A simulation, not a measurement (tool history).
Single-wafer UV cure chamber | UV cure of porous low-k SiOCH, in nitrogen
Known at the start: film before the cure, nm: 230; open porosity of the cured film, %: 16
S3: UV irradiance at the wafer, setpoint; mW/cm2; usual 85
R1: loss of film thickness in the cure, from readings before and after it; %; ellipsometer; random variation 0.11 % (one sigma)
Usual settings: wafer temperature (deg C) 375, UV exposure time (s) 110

{"run": 1, "hour": 0.0, "wafer temperature (deg C)": 375, "UV exposure time (s)": 70, "S3": 85, "R1": 3.15}
{"run": 2, "hour": 34.5, "wafer temperature (deg C)": 375, "UV exposure time (s)": 110, "S3": 85, "R1": 4.464}
{"run": 3, "hour": 70.1, "wafer temperature (deg C)": 375, "UV exposure time (s)": 160, "S3": 64, "R1": 4.456}
{"run": 4, "hour": 85.5, "wafer temperature (deg C)": 375, "UV exposure time (s)": 110, "S3": 58, "R1": 3.341}
{"run": 5, "hour": 102.3, "wafer temperature (deg C)": 375, "UV exposure time (s)": 110, "S3": 58, "R1": 3.188}
{"run": 6, "hour": 134.0, "wafer temperature (deg C)": 375, "UV exposure time (s)": 110, "S3": 85, "R1": 4.292}
{"run": 7, "hour": 165.9, "wafer temperature (deg C)": 375, "UV exposure time (s)": 110, "S3": 85, "R1": 4.316}
{"run": 8, "hour": 180.3, "wafer temperature (deg C)": 375, "UV exposure time (s)": 110, "S3": 85, "R1": 4.059}
{"run": 9, "hour": 193.9, "wafer temperature (deg C)": 375, "UV exposure time (s)": 110, "S3": 85, "R1": 4.284}
{"run": 10, "hour": 212.2, "wafer temperature (deg C)": 375, "UV exposure time (s)": 110, "S3": 85, "R1": 4.189}
{"run": 11, "hour": 231.4, "wafer temperature (deg C)": 375, "UV exposure time (s)": 110, "S3": 85, "R1": 4.229}
{"run": 12, "hour": 266.3, "wafer temperature (deg C)": 375, "UV exposure time (s)": 110, "S3": 85, "R1": 4.228}
{"run": 13, "hour": 291.1, "wafer temperature (deg C)": 375, "UV exposure time (s)": 110, "S3": 85, "R1": 4.209}
{"run": 14, "hour": 323.7, "wafer temperature (deg C)": 375, "UV exposure time (s)": 110, "S3": 85, "R1": 4.278}
{"run": 15, "hour": 351.2, "wafer temperature (deg C)": 359, "UV exposure time (s)": 110, "S3": 85, "R1": 3.987}
{"hour": 379.5, "done": "quartz window cleaned"}
{"run": 16, "hour": 380.0, "wafer temperature (deg C)": 359, "UV exposure time (s)": 110, "S3": 85, "R1": 4.89}
{"run": 17, "hour": 410.7, "wafer temperature (deg C)": 359, "UV exposure time (s)": 110, "S3": 85, "R1": 4.654}
{"run": 18, "hour": 428.4, "wafer temperature (deg C)": 375, "UV exposure time (s)": 110, "S3": 85, "R1": 5.004}
{"run": 19, "hour": 451.9, "wafer temperature (deg C)": 375, "UV exposure time (s)": 110, "S3": 85, "R1": 4.678}
{"run": 20, "hour": 483.5, "wafer temperature (deg C)": 393, "UV exposure time (s)": 110, "S3": 85, "R1": 4.941}
{"run": 21, "hour": 511.1, "wafer temperature (deg C)": 359, "UV exposure time (s)": 110, "S3": 85, "R1": 4.443}
{"run": 22, "hour": 544.6, "wafer temperature (deg C)": 391, "UV exposure time (s)": 130, "S3": 64, "R1": 4.525}
{"run": 23, "hour": 574.3, "wafer temperature (deg C)": 375, "UV exposure time (s)": 55, "S3": 109, "R1": 3.395}
{"run": 24, "hour": 598.4, "wafer temperature (deg C)": 362, "UV exposure time (s)": 155, "S3": 72, "R1": 5.009}
{"hour": 623.4, "done": "UV bulbs replaced"}
{"run": 25, "hour": 623.9, "wafer temperature (deg C)": 367, "UV exposure time (s)": 110, "S3": 50, "R1": 4.389}
{"run": 26, "hour": 651.5, "wafer temperature (deg C)": 375, "UV exposure time (s)": 110, "S3": 85, "R1": 6.239}
{"run": 27, "hour": 677.3, "wafer temperature (deg C)": 375, "UV exposure time (s)": 110, "S3": 85, "R1": 6.236}
{"run": 28, "hour": 708.8, "wafer temperature (deg C)": 355, "UV exposure time (s)": 60, "S3": 85, "R1": 3.842}
{"run": 29, "hour": 731.9, "wafer temperature (deg C)": 375, "UV exposure time (s)": 110, "S3": 85, "R1": 6.122}
{"run": 30, "hour": 755.7, "wafer temperature (deg C)": 385, "UV exposure time (s)": 110, "S3": 85, "R1": 6.124}
{"run": 31, "hour": 777.5, "wafer temperature (deg C)": 375, "UV exposure time (s)": 150, "S3": 85, "R1": 6.929}
{"run": 32, "hour": 798.9, "wafer temperature (deg C)": 385, "UV exposure time (s)": 135, "S3": 97, "R1": 7.256}
{"run": 33, "hour": 812.9, "wafer temperature (deg C)": 391, "UV exposure time (s)": 110, "S3": 61, "R1": 4.834}
{"run": 34, "hour": 845.8, "wafer temperature (deg C)": 380, "UV exposure time (s)": 170, "S3": 62, "R1": 6.159}
{"run": 35, "hour": 862.0, "wafer temperature (deg C)": 388, "UV exposure time (s)": 165, "S3": 85, "R1": 7.419}
{"run": 36, "hour": 889.9, "wafer temperature (deg C)": 368, "UV exposure time (s)": 110, "S3": 85, "R1": 5.372}
{"run": 37, "hour": 917.2, "wafer temperature (deg C)": 375, "UV exposure time (s)": 170, "S3": 106, "R1": 8.078}
{"run": 38, "hour": 948.5, "wafer temperature (deg C)": 368, "UV exposure time (s)": 170, "S3": 67, "R1": 6.208}
{"run": 39, "hour": 961.0, "wafer temperature (deg C)": 385, "UV exposure time (s)": 55, "S3": 85, "R1": 3.515}

Some steps in R1 between neighbouring runs. How much of each would the tool show without its hidden state too (settings, what came in, random variation), and how much is left for the hidden state, with any gauge scatter that isn't in both results?
The hidden state here: lamp output below its setpoint, %; transmission lost against a clean window, %.
Run 1 -> 2: UV exposure time (s) 70 -> 110. R1 +1.314 %: hidden state -0.438, all else +1.752.
Run 15 -> 16: quartz window cleaned. R1 +0.903 %: hidden state +0.82, all else +0.083.
Run 24 -> 25: wafer temperature (deg C) 362 -> 367, UV exposure time (s) 155 -> 110, S3 72 -> 50, UV bulbs replaced. R1 -0.62 %: hidden state +1.918, all else -2.538.
Run 32 -> 33: wafer temperature (deg C) 385 -> 391, UV exposure time (s) 135 -> 110, S3 97 -> 61. R1 -2.422 %: hidden state +0.118, all else -2.54.
Run 36 -> 37: wafer temperature (deg C) 368 -> 375, UV exposure time (s) 110 -> 170, S3 85 -> 106. R1 +2.706 %: hidden state -0.259, all else +2.965.
Run 38 -> 39: wafer temperature (deg C) 368 -> 385, UV exposure time (s) 170 -> 55, S3 67 -> 85. R1 -2.693 %: hidden state +0.297, all else -2.99.

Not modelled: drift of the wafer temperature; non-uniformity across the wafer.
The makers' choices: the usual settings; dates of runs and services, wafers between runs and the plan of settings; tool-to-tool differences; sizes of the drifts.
